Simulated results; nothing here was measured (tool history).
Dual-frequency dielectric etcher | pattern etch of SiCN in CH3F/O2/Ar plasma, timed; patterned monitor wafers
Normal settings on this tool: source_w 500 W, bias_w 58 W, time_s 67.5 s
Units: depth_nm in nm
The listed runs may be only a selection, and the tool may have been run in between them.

run	hour	source_w	bias_w	time_s	wafers since the last listed run	hours since the last wet clean	hours since the last source power generator calibration	hours since the last bias power generator calibration	hours since the last upper electrode change	hours since the gauge calibration	read-back reference wafer on the same gauge, depth_nm	depth_nm
1	0	500	58	67.5	0	199.1	3048.1	1579.1	909.8	597.1	26.45	26.57
# hour 115.4: bias power generator calibrated
# hour 285.5: wet clean of the chamber
2	298.3	500	58	67.5	2769	12.8	3346.4	182.9	1208.1	895.4	26.37	26.18
3	368.6	500	58	67.5	720	83.1	3416.7	253.2	1278.4	965.7	26.42	26.14
4	618.1	500	58	67.5	2556	332.6	3666.2	502.7	1527.9	1215.2	26.39	27.06
5	709.6	500	58	67.5	937	424.1	3757.7	594.2	1619.4	1306.7	26.41	27.25
# hour 808: wet clean of the chamber
6	814	500	58	67.5	823	6	3862.1	698.6	1723.8	1411.1	26.4	26.28
7	896	500	58	67.5	840	88	3944.1	780.6	1805.8	1493.1	26.41	26.48
# hour 961.5: gauge calibrated
8	984.8	500	49	67.5	909	176.8	4032.9	869.4	1894.6	23.3	26.42	25.21
9	1032.1	470	58	67.5	484	224.1	4080.2	916.7	1941.9	70.6	26.38	25.83
10	1083.7	500	58	67.5	528	275.7	4131.8	968.3	1993.5	122.2	26.41	26.77
11	1174.4	500	58	67.5	929	366.4	4222.5	1059	2084.2	212.9	26.38	27.21
12	1253.5	500	58	67.5	810	445.5	4301.6	1138.1	2163.3	292	26.36	27.11
# hour 1330.5: wet clean of the chamber
13	1349.6	500	58	67.5	738	19.1	4397.7	1234.2	2259.4	388.1	26.41	26.14
14	1412.6	500	58	57	645	82.1	4460.7	1297.2	2322.4	451.1	26.4	22.17
15	1503.8	500	45	67.5	934	173.3	4551.9	1388.4	2413.6	542.3	26.34	24.65
16	1597.5	500	58	67.5	960	267	4645.6	1482.1	2507.3	636	26.43	26.81
17	1651	560	62	67.5	548	320.5	4699.1	1535.6	2560.8	689.5	26.43	28.84
# hour 1686.5: bias power generator calibrated
18	1737.8	460	69	61	848	407.3	4785.9	51.3	2647.6	776.3	26.41	25.28
# hour 1781.1: wet clean of the chamber
# hour 1783.9: upper electrode replaced
19	1831.6	460	58	49.5	686	50.5	4879.7	145.1	47.7	870.1	26.45	18.62
# hour 1845.4: source power generator calibrated
20	1917.7	500	58	67.5	841	136.6	72.3	231.2	133.8	956.2	26.44	26.28
21	2014.8	500	58	67.5	994	233.7	169.4	328.3	230.9	1053.3	26.38	27
22	2088.1	400	58	72.5	751	307	242.7	401.6	304.2	1126.6	26.37	26.39
# hour 2188.8: wet clean of the chamber
23	2189.3	600	51	67.5	790	0.5	343.9	502.8	405.4	1227.8	26.46	26.96
# hour 2229: gauge calibrated
24	2257.2	500	58	67.5	695	68.4	411.8	570.7	473.3	28.2	26.39	26.35
25	2321.9	390	49	87	662	133.1	476.5	635.4	538	92.9	26.38	29.2
26	2361.5	500	72	51	405	172.7	516.1	675	577.6	132.5	26.34	21.67

Here are 3 independent what-if runs from the current tool condition. What would each one return?
A	2361.9	500	58	67.5	4	173.1	516.5	675.4	578	132.9	?	?
B	2361.9	500	70	67.5	4	173.1	516.5	675.4	578	132.9	?	?
C	2361.9	450	65	55	4	173.1	516.5	675.4	578	132.9	?	?

run	read-back reference wafer on the same gauge, depth_nm	depth_nm
A	26.42	26.51
B	26.42	28.3
C	26.42	21.49
With the hidden condition removed and each run's random variation left untouched, the same runs would have given:
run	depth_nm
A	25.89
B	27.64
C	20.99
